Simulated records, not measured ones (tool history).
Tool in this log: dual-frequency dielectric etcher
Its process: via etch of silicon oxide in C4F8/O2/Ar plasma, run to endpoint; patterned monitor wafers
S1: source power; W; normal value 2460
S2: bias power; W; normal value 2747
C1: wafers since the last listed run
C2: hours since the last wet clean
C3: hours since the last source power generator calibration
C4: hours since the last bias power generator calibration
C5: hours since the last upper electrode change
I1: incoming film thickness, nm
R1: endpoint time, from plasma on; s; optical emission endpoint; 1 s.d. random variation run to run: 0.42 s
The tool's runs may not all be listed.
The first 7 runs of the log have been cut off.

Run 8, day 4.4: usual settings; C1 53; C2 178.6; C3 3134.8; C4 1694.2; C5 3266.9; I1 813.8. Result: R1 131.7 s.
Run 9, day 5.142: usual settings; C1 142; C2 196.4; C3 3152.6; C4 1712; C5 3284.7; I1 797.7. Result: R1 129.3 s.
Run 10, day 7.067: usual settings but S1 2700 W; C1 369; C2 242.6; C3 3198.8; C4 1758.2; C5 3330.9; I1 799.6. Result: R1 127.2 s.
Run 11, day 7.329: usual settings but S1 2700 W; C1 50; C2 248.9; C3 3205.1; C4 1764.5; C5 3337.2; I1 803.2. Result: R1 127.2 s.
Run 12, day 7.754: usual settings; C1 81; C2 259.1; C3 3215.3; C4 1774.7; C5 3347.4; I1 797.5. Result: R1 128.9 s.
Run 13, day 8.446: usual settings; C1 132; C2 275.7; C3 3231.9; C4 1791.3; C5 3364; I1 795. Result: R1 129.7 s.
Run 14, day 8.912: usual settings; C1 89; C2 286.9; C3 3243.1; C4 1802.5; C5 3375.2; I1 794.1. Result: R1 129.7 s.
At day 10.962: upper electrode replaced, of another model than before.
Run 15, day 10.983: usual settings; C1 205; C2 336.6; C3 3292.8; C4 1852.2; C5 0.5; I1 799.9. Result: R1 130.8 s.
Run 16, day 11.592: usual settings; C1 116; C2 351.2; C3 3307.4; C4 1866.8; C5 15.1; I1 800. Result: R1 130.6 s.
Run 17, day 11.958: usual settings but S1 1850 W, S2 2133 W; C1 70; C2 360; C3 3316.2; C4 1875.6; C5 23.9; I1 796.5. Result: R1 141.2 s.
Run 18, day 12.479: usual settings but S1 2740 W, S2 2197 W; C1 99; C2 372.5; C3 3328.7; C4 1888.1; C5 36.4; I1 803.1. Result: R1 133.1 s.
At day 13.471: source power generator calibrated.
At day 14.567: wet clean of the chamber.
Run 19, day 14.588: usual settings; C1 180; C2 0.5; C3 26.8; C4 1938.7; C5 87; I1 798.3. Result: R1 128.5 s.
Run 20, day 14.604: usual settings; C1 3; C2 0.9; C3 27.2; C4 1939.1; C5 87.4; I1 793.5. Result: R1 128 s.
At day 14.812: bias power generator calibrated.
Run 21, day 14.971: usual settings but S1 2140 W, S2 3031 W; C1 38; C2 9.7; C3 36; C4 3.8; C5 96.2; I1 794.8. Result: R1 129 s.
Run 22, day 15.429: usual settings; C1 87; C2 20.7; C3 47; C4 14.8; C5 107.2; I1 793. Result: R1 127.3 s.

What does the tool deliver on the next run?
Run 23, day 17.588: usual settings but S1 2160 W, S2 3060 W; C1 413; C2 72.5; C3 98.8; C4 66.6; C5 159; I1 790.9. Result: R1 ?.

{"run 23": {"R1": 128.7}}
Were there no unlogged condition in the tool, this run, its random variation unchanged, would have produced R1 128.1 s.
